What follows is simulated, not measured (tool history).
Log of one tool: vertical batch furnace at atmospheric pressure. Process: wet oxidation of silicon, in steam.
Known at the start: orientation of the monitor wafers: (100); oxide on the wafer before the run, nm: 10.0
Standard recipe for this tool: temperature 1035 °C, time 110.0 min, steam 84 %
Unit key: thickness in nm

| run | hour | temperature | time | steam | wafers since the last listed run | hours since the last temperature calibration | hours since the steam generator was serviced | hours since the gauge calibration | read-back reference wafer on the same gauge, thickness | thickness |
|---|---|---|---|---|---|---|---|---|---|---|
| 1 | 0.0 | 1035 | 110.0 | 84 | 0 | 3164.4 | 3289.8 | 195.3 | 635.29 | 654.89 |
| 2 | 9.1 | 1035 | 110.0 | 84 | 90 | 3173.5 | 3298.9 | 204.4 | 635.05 | 654.95 |
| 3 | 32.5 | 1035 | 110.0 | 84 | 232 | 3196.9 | 3322.3 | 227.8 | 635.05 | 654.95 |
| 4 | 56.8 | 1035 | 110.0 | 84 | 241 | 3221.2 | 3346.6 | 252.1 | 634.94 | 652.73 |
| 5 | 91.4 | 1035 | 110.0 | 84 | 344 | 3255.8 | 3381.2 | 286.7 | 634.93 | 655.12 |
| 6 | 100.8 | 1046 | 110.0 | 84 | 93 | 3265.2 | 3390.6 | 296.1 | 634.88 | 691.03 |
| 7 | 122.5 | 1046 | 110.0 | 84 | 216 | 3286.9 | 3412.3 | 317.8 | 635.09 | 690.07 |
| 8 | 131.9 | 1046 | 110.0 | 84 | 93 | 3296.3 | 3421.7 | 327.2 | 635.04 | 689.42 |
| 9 | 153.2 | 1035 | 110.0 | 87 | 212 | 3317.6 | 3443.0 | 348.5 | 635.01 | 664.71 |
| 10 | 167.6 | 1035 | 110.0 | 84 | 143 | 3332.0 | 3457.4 | 362.9 | 635.12 | 651.87 |
| 11 | 177.5 | 1035 | 110.0 | 84 | 98 | 3341.9 | 3467.3 | 372.8 | 634.96 | 653.52 |
| 12 | 207.3 | 1035 | 110.0 | 84 | 296 | 3371.7 | 3497.1 | 402.6 | 635.10 | 649.62 |
| 13 | 224.9 | 1027 | 110.0 | 84 | 175 | 3389.3 | 3514.7 | 420.2 | 635.03 | 625.03 |
| 14 | 246.0 | 1035 | 87.0 | 84 | 210 | 3410.4 | 3535.8 | 441.3 | 635.16 | 563.44 |
|  | 247.8 | gauge calibrated |
|  | 277.4 | thermocouples replaced and temperature profile calibrated |
| 15 | 277.9 | 1047 | 164.0 | 75 | 78 | 0.5 | 3567.7 | 30.1 | 634.93 | 815.43 |
| 16 | 283.9 | 1035 | 79.0 | 76 | 59 | 6.5 | 3573.7 | 36.1 | 634.98 | 498.12 |
| 17 | 289.8 | 1035 | 110.0 | 84 | 58 | 12.4 | 3579.6 | 42.0 | 635.01 | 650.40 |
| 18 | 305.0 | 1035 | 91.5 | 80 | 151 | 27.6 | 3594.8 | 57.2 | 634.84 | 563.69 |
| 19 | 323.1 | 1047 | 60.0 | 75 | 180 | 45.7 | 3612.9 | 75.3 | 635.14 | 445.27 |
| 20 | 335.5 | 1035 | 110.0 | 94 | 123 | 58.1 | 3625.3 | 87.7 | 635.05 | 695.88 |
|  | 360.2 | steam generator serviced |
| 21 | 360.7 | 1048 | 144.5 | 87 | 11 | 83.3 | 0.5 | 112.9 | 635.03 | 872.35 |
| 22 | 366.6 | 1015 | 80.0 | 93 | 58 | 89.2 | 6.4 | 118.8 | 634.97 | 536.41 |
| 23 | 373.2 | 1035 | 110.0 | 84 | 65 | 95.8 | 13.0 | 125.4 | 635.13 | 682.96 |
| 24 | 407.7 | 1043 | 156.0 | 96 | 343 | 130.3 | 47.5 | 159.9 | 634.87 | 939.74 |
| 25 | 421.6 | 1012 | 82.0 | 73 | 138 | 144.2 | 61.4 | 173.8 | 634.78 | 457.48 |
| 26 | 446.4 | 1035 | 110.0 | 77 | 246 | 169.0 | 86.2 | 198.6 | 635.16 | 650.71 |
| 27 | 462.6 | 1035 | 57.5 | 84 | 161 | 185.2 | 102.4 | 214.8 | 634.95 | 460.54 |
| 28 | 486.7 | 1011 | 61.5 | 84 | 239 | 209.3 | 126.5 | 238.9 | 635.02 | 413.33 |

How the hidden state differs across the entries between the runs, from the last listed run before each to the first after it:
Run 14 -> run 15: gauge calibrated (hour 247.8); thermocouples replaced and temperature profile calibrated (hour 277.4)
  steam share off its setpoint, % of the setpoint: -8.61 -> -8.76
  the result without the hidden state subtracted from the measured one, thickness: -31.82 -> -44.14 nm
Run 20 -> run 21: steam generator serviced (hour 360.2)
  steam share off its setpoint, % of the setpoint: -9.02 -> -0.648
  the result without the hidden state subtracted from the measured one, thickness: -40.17 -> -3.25 nm
